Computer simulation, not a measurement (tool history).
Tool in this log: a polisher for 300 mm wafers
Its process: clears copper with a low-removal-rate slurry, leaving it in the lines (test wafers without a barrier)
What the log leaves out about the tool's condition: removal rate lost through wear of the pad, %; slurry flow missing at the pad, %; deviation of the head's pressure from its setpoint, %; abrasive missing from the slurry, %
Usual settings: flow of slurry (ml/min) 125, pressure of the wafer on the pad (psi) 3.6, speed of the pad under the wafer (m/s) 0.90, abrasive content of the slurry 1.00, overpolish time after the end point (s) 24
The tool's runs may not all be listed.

run	day	flow of slurry (ml/min)	pressure of the wafer on the pad (psi)	speed of the pad under the wafer (m/s)	abrasive content of the slurry	overpolish time after the end point (s)	wafers since the last listed run	wafers polished on this pad	hours since the slurry nozzle was cleaned	hours since the head pressure was calibrated	hours since the slurry blender was calibrated	incoming thickness of the incoming film, nm	time until the end point was called (s)	dishing of a wide line in a test structure (Å)
1	0.000	125	4.3	0.90	1.25	24	0	594	247.1	304.9	6.1	320.1	80.9	614
2	0.617	125	3.6	0.90	1.00	24	154	749	261.9	319.7	20.9	318.5	94.0	550
3	1.271	125	3.6	0.90	1.00	24	163	913	277.6	335.4	36.6	317.3	95.9	541
4	1.867	125	3.6	0.90	1.00	24	149	1062	291.9	349.7	50.9	313.0	92.0	522
5	2.283	125	2.7	0.90	1.00	24	104	1166	301.9	359.7	60.9	316.1	126.3	416
# day 2.929: slurry nozzle cleaned
6	2.979	125	2.7	0.90	1.00	24	163	1330	1.2	376.4	77.6	311.3	122.9	439
# day 3.446: worn pad replaced by a new one
7	3.467	125	3.6	0.90	1.00	24	80	4	12.9	388.1	89.3	313.4	92.4	552
8	3.608	125	3.6	0.90	1.00	24	35	40	16.3	391.5	92.7	314.9	94.4	541
9	5.817	155	3.6	0.90	1.00	24	553	594	69.3	444.5	145.7	311.5	86.2	571
10	6.175	125	3.6	0.90	1.00	24	89	683	77.9	453.1	154.3	313.0	90.0	544
11	6.642	125	3.6	1.18	1.10	38	116	800	89.1	464.3	165.5	310.9	68.4	867
12	7.292	125	3.6	0.90	1.00	24	162	963	104.7	479.9	181.1	317.2	90.0	559
13	7.796	125	3.6	0.90	1.00	24	126	1090	116.8	492.0	193.2	318.5	89.7	560
14	8.062	125	3.6	0.90	1.00	24	66	1157	123.2	498.4	199.6	316.6	90.0	562
# day 8.267: slurry blender recalibrated
15	8.533	125	4.6	1.14	1.10	11	97	1254	134.5	509.7	6.4	317.4	55.1	462
16	8.850	110	4.1	0.58	0.80	24	79	1333	142.1	517.3	14.0	313.6	132.1	427
# day 9.012: head pressure recalibrated
# day 9.154: worn pad replaced by a new one
17	9.288	145	4.2	0.90	1.00	35	53	33	152.6	6.6	24.5	311.8	83.0	747
18	9.971	125	3.6	1.14	1.10	12	171	204	169.0	23.0	40.9	309.5	77.3	370
19	10.496	125	3.6	0.90	1.00	24	131	336	181.6	35.6	53.5	322.3	99.9	517
20	11.179	125	3.6	0.90	1.00	24	171	507	198.0	52.0	69.9	316.0	96.8	510
21	11.912	80	4.5	0.74	0.90	24	183	691	215.6	69.6	87.5	317.8	105.6	500
22	13.321	125	3.6	0.90	0.85	17	353	1044	249.4	103.4	121.3	315.9	102.0	391
23	13.583	125	3.6	0.90	1.00	24	65	1110	255.7	109.7	127.6	315.4	97.1	512
24	14.042	125	3.6	0.90	1.00	20	114	1225	266.7	120.7	138.6	312.9	95.9	454
25	14.338	125	3.6	0.90	0.90	24	74	1299	273.8	127.8	145.7	309.8	95.7	526
# day 15.071: worn pad replaced by a new one
26	15.092	105	4.2	1.14	1.20	24	147	5	291.9	145.9	163.8	318.0	64.3	669
27	15.571	125	2.9	0.58	1.10	24	120	125	303.4	157.4	175.3	315.1	186.5	313
28	16.238	125	4.6	1.14	1.10	11	167	292	319.4	173.4	191.3	309.6	59.0	429
# day 16.342: slurry blender recalibrated
29	16.633	125	4.3	0.76	1.00	24	78	370	328.9	182.9	7.0	314.1	98.5	529

Same runs, no hidden state in the tool, same run-to-run variation:
run	time until the end point was called (s)	dishing of a wide line in a test structure (Å)
1	82.9	603
2	96.7	538
3	99.1	527
4	95.5	508
5	131.4	402
6	128.6	423
7	97.0	532
8	99.2	521
9	92.3	542
10	96.7	515
11	73.8	829
12	97.7	525
13	97.8	524
14	98.4	525
15	60.5	428
16	145.5	394
17	82.8	748
18	77.1	371
19	99.7	518
20	96.6	510
21	105.6	500
22	102.2	391
23	97.4	511
24	96.3	453
25	96.1	524
26	64.8	666
27	188.1	311
28	59.6	425
29	99.7	524
